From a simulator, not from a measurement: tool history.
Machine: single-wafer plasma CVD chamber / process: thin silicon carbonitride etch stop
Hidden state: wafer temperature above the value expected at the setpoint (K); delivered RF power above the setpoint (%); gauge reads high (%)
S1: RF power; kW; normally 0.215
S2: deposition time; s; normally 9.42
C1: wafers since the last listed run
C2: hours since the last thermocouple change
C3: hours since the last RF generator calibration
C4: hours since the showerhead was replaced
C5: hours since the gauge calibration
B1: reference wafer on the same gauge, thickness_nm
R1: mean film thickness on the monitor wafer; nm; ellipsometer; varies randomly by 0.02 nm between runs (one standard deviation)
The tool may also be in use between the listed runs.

run 1 hour=0.0 | S1=0.215 S2=9.42 | C1=0 C2=946.7 C3=833.4 C4=5207.2 C5=779.7 | B1=4.823 | R1=5.146
run 2 hour=52.2 | S1=0.215 S2=9.42 | C1=1623 C2=998.9 C3=885.6 C4=5259.4 C5=831.9 | B1=4.828 | R1=5.200
run 3 hour=86.2 | S1=0.235 S2=9.42 | C1=1057 C2=1032.9 C3=919.6 C4=5293.4 C5=865.9 | B1=4.823 | R1=5.311
run 4 hour=111.3 | S1=0.235 S2=9.42 | C1=780 C2=1058.0 C3=944.7 C4=5318.5 C5=891.0 | B1=4.816 | R1=5.280
run 5 hour=182.5 | S1=0.215 S2=9.81 | C1=2214 C2=1129.2 C3=1015.9 C4=5389.7 C5=962.2 | B1=4.813 | R1=5.354
run 6 hour=206.7 | S1=0.215 S2=9.81 | C1=752 C2=1153.4 C3=1040.1 C4=5413.9 C5=986.4 | B1=4.825 | R1=5.389
run 7 hour=271.4 | S1=0.215 S2=9.81 | C1=2012 C2=1218.1 C3=1104.8 C4=5478.6 C5=1051.1 | B1=4.822 | R1=5.373
run 8 hour=315.4 | S1=0.215 S2=9.42 | C1=1368 C2=1262.1 C3=1148.8 C4=5522.6 C5=1095.1 | B1=4.816 | R1=5.164
run 9 hour=345.1 | S1=0.215 S2=9.42 | C1=923 C2=1291.8 C3=1178.5 C4=5552.3 C5=1124.8 | B1=4.821 | R1=5.161
-- hour=402.0 gauge calibrated
run 10 hour=405.3 | S1=0.215 S2=9.42 | C1=1872 C2=1352.0 C3=1238.7 C4=5612.5 C5=3.3 | B1=4.819 | R1=5.139
run 11 hour=462.1 | S1=0.235 S2=10.33 | C1=1766 C2=1408.8 C3=1295.5 C4=5669.3 C5=60.1 | B1=4.817 | R1=5.769
-- hour=480.2 RF generator calibrated
run 12 hour=515.2 | S1=0.180 S2=9.42 | C1=1402 C2=1461.9 C3=35.0 C4=5722.4 C5=113.2 | B1=4.816 | R1=4.826
run 13 hour=579.8 | S1=0.180 S2=9.42 | C1=2008 C2=1526.5 C3=99.6 C4=5787.0 C5=177.8 | B1=4.823 | R1=4.820
run 14 hour=606.9 | S1=0.215 S2=9.42 | C1=842 C2=1553.6 C3=126.7 C4=5814.1 C5=204.9 | B1=4.830 | R1=5.072
run 15 hour=652.4 | S1=0.200 S2=8.76 | C1=1414 C2=1599.1 C3=172.2 C4=5859.6 C5=250.4 | B1=4.825 | R1=4.636
run 16 hour=684.6 | S1=0.255 S2=8.84 | C1=1001 C2=1631.3 C3=204.4 C4=5891.8 C5=282.6 | B1=4.807 | R1=4.980
-- hour=694.0 showerhead replaced
run 17 hour=712.9 | S1=0.180 S2=8.49 | C1=631 C2=1659.6 C3=232.7 C4=18.9 C5=310.9 | B1=4.814 | R1=4.371
-- hour=764.1 RF generator calibrated, repeated, since the last time left the tool worse
run 18 hour=784.6 | S1=0.185 S2=8.30 | C1=1980 C2=1731.3 C3=20.5 C4=90.6 C5=382.6 | B1=4.815 | R1=4.413
run 19 hour=821.6 | S1=0.240 S2=7.78 | C1=1150 C2=1768.3 C3=57.5 C4=127.6 C5=419.6 | B1=4.824 | R1=4.442
-- hour=871.6 thermocouple changed; heater temperature recalibrated
run 20 hour=875.6 | S1=0.200 S2=10.30 | C1=1430 C2=4.0 C3=111.5 C4=181.6 C5=473.6 | B1=4.817 | R1=5.596
run 21 hour=901.6 | S1=0.195 S2=9.42 | C1=808 C2=30.0 C3=137.5 C4=207.6 C5=499.6 | B1=4.818 | R1=5.072
run 22 hour=962.6 | S1=0.250 S2=8.14 | C1=1896 C2=91.0 C3=198.5 C4=268.6 C5=560.6 | B1=4.817 | R1=4.687
run 23 hour=991.8 | S1=0.215 S2=9.42 | C1=908 C2=120.2 C3=227.7 C4=297.8 C5=589.8 | B1=4.815 | R1=5.246
run 24 hour=1022.0 | S1=0.250 S2=8.14 | C1=939 C2=150.4 C3=257.9 C4=328.0 C5=620.0 | B1=4.822 | R1=4.665
run 25 hour=1092.9 | S1=0.190 S2=8.64 | C1=2204 C2=221.3 C3=328.8 C4=398.9 C5=690.9 | B1=4.821 | R1=4.610
run 26 hour=1151.1 | S1=0.190 S2=8.79 | C1=1809 C2=279.5 C3=387.0 C4=457.1 C5=749.1 | B1=4.822 | R1=4.712
run 27 hour=1182.2 | S1=0.215 S2=9.42 | C1=967 C2=310.6 C3=418.1 C4=488.2 C5=780.2 | B1=4.822 | R1=5.183
run 28 hour=1212.6 | S1=0.215 S2=10.97 | C1=945 C2=341.0 C3=448.5 C4=518.6 C5=810.6 | B1=4.820 | R1=6.033

Run-by-run hidden state of the tool:
wafer temperature above the value expected at the setpoint (K): 0 at every run
gauge reads high (%): 0 at every run
H1: delivered RF power above the setpoint (%)
run=1 H1=-2.91
run=2 H1=-3.22
run=3 H1=-3.43
run=4 H1=-3.59
run=5 H1=-4.06
run=6 H1=-4.23
run=7 H1=-4.7
run=8 H1=-5.03
run=9 H1=-5.27
run=10 H1=-5.76
run=11 H1=-6.25
run=12 H1=-10.1
run=13 H1=-10.2
run=14 H1=-10.2
run=15 H1=-10.2
run=16 H1=-10.3
run=17 H1=-10.3
run=18 H1=-0.452
run=19 H1=-0.462
run=20 H1=-0.493
run=21 H1=-0.515
run=22 H1=-0.584
run=23 H1=-0.626
run=24 H1=-0.676
run=25 H1=-0.817
run=26 H1=-0.958
run=27 H1=-1.04
run=28 H1=-1.13
